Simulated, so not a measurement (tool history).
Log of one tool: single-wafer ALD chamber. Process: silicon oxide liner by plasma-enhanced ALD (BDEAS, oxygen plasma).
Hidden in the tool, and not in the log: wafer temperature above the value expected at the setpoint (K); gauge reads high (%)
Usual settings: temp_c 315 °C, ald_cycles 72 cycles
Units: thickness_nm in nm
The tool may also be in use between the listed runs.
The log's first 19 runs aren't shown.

run    hour  temp_c  ald_cycles  wafers since the last listed run  hours since the last thermocouple change  hours since the gauge calibration  read-back reference wafer on the same gauge, thickness_nm  thickness_nm
 20  1353.6     320          72                               191                                     492.3                              665.4                                                      7.868         6.602
 21  1445.2     326          63                               365                                     583.9                                757                                                       7.87         5.722
 22  1497.5     315          72                               208                                     636.2                              809.3                                                      7.861         6.661
 23  1581.5     315          72                               335                                     720.2                              893.3                                                      7.865         6.655
 24  1674.9     305          66                               373                                     813.6                              986.7                                                      7.867          6.19
 25  1714.5     304          63                               158                                     853.2                             1026.3                                                      7.872         5.916
 26  1751.5     309          72                               147                                     890.2                             1063.3                                                      7.875         6.715
 27  1810.9     310          77                               237                                     949.6                             1122.7                                                      7.868         7.156
 28  1876.4     315          72                               261                                    1015.1                             1188.2                                                       7.87         6.661
 29  1913.9     301          72                               149                                    1052.6                             1225.7                                                      7.873         6.797
 30  1952.7     303          72                               155                                    1091.4                             1264.5                                                      7.869         6.731

Forecast each of these 5 alternatives for the next run:
  A  1953.2     315          76                                 1                                    1091.9                               1265                                                          ?             ?
  B  1953.2     311          68                                 1                                    1091.9                               1265                                                          ?             ?
  C  1953.2     307          61                                 1                                    1091.9                               1265                                                          ?             ?
  D  1953.2     310          63                                 1                                    1091.9                               1265                                                          ?             ?
  E  1953.2     301          67                                 1                                    1091.9                               1265                                                          ?             ?

run  read-back reference wafer on the same gauge, thickness_nm  thickness_nm
  A                                                       7.87         7.025
  B                                                       7.87         6.317
  C                                                       7.87         5.695
  D                                                       7.87          5.86
  E                                                       7.87         6.302
Without the tool's hidden state the same runs would have given:
run  thickness_nm
  A         7.025
  B         6.317
  C         5.695
  D          5.86
  E         6.302
